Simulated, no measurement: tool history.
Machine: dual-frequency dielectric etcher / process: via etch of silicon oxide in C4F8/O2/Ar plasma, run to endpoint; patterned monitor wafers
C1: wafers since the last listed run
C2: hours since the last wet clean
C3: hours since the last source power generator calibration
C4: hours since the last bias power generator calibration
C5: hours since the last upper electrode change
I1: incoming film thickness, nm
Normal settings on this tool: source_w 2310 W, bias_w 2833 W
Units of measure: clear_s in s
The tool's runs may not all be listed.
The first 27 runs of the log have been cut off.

Run 28, hour 326.8: usual settings but source_w 2000 W, bias_w 2585 W; C1 95; C2 92.8; C3 120.1; C4 17.2; C5 182.7; I1 926.5. Result: clear_s 181.4 s.
Run 29, hour 337.3: usual settings but source_w 1870 W, bias_w 2153 W; C1 63; C2 103.3; C3 130.6; C4 27.7; C5 193.2; I1 925.2. Result: clear_s 201.0 s.
Run 30, hour 350.8: usual settings; C1 81; C2 116.8; C3 144.1; C4 41.2; C5 206.7; I1 932.1. Result: clear_s 161.8 s.
Run 31, hour 362.2: usual settings but source_w 2490 W; C1 69; C2 128.2; C3 155.5; C4 52.6; C5 218.1; I1 924.2. Result: clear_s 152.8 s.
Run 32, hour 371.8: usual settings but source_w 2560 W, bias_w 3482 W; C1 58; C2 137.8; C3 165.1; C4 62.2; C5 227.7; I1 929.7. Result: clear_s 143.8 s.
Run 33, hour 387.2: usual settings but source_w 2000 W, bias_w 3047 W; C1 93; C2 153.2; C3 180.5; C4 77.6; C5 243.1; I1 932.1. Result: clear_s 175.0 s.
Run 34, hour 401.4: usual settings but source_w 1750 W, bias_w 3078 W; C1 86; C2 167.4; C3 194.7; C4 91.8; C5 257.3; I1 928.1. Result: clear_s 193.4 s.
Run 35, hour 419.3: usual settings but source_w 2520 W, bias_w 3534 W; C1 108; C2 185.3; C3 212.6; C4 109.7; C5 275.2; I1 926.6. Result: clear_s 143.5 s.
Run 36, hour 432.1: usual settings; C1 77; C2 198.1; C3 225.4; C4 122.5; C5 288.0; I1 929.6. Result: clear_s 162.7 s.

Predict each of these 3 candidate next runs independently; none follows another, all start after run 36:
Run A, hour 432.6: usual settings; C1 3; C2 198.6; C3 225.9; C4 123.0; C5 288.5; I1 932.3. Result: clear_s ?.
Run B, hour 432.6: usual settings but source_w 2480 W, bias_w 2204 W; C1 3; C2 198.6; C3 225.9; C4 123.0; C5 288.5; I1 932.3. Result: clear_s ?.
Run C, hour 432.6: usual settings but bias_w 3330 W; C1 3; C2 198.6; C3 225.9; C4 123.0; C5 288.5; I1 932.3. Result: clear_s ?.

run  clear_s
  A    162.8
  B    168.2
  C    154.7
What these runs would have given with no unlogged condition in the tool:
run  clear_s
  A    160.3
  B    165.5
  C    152.2
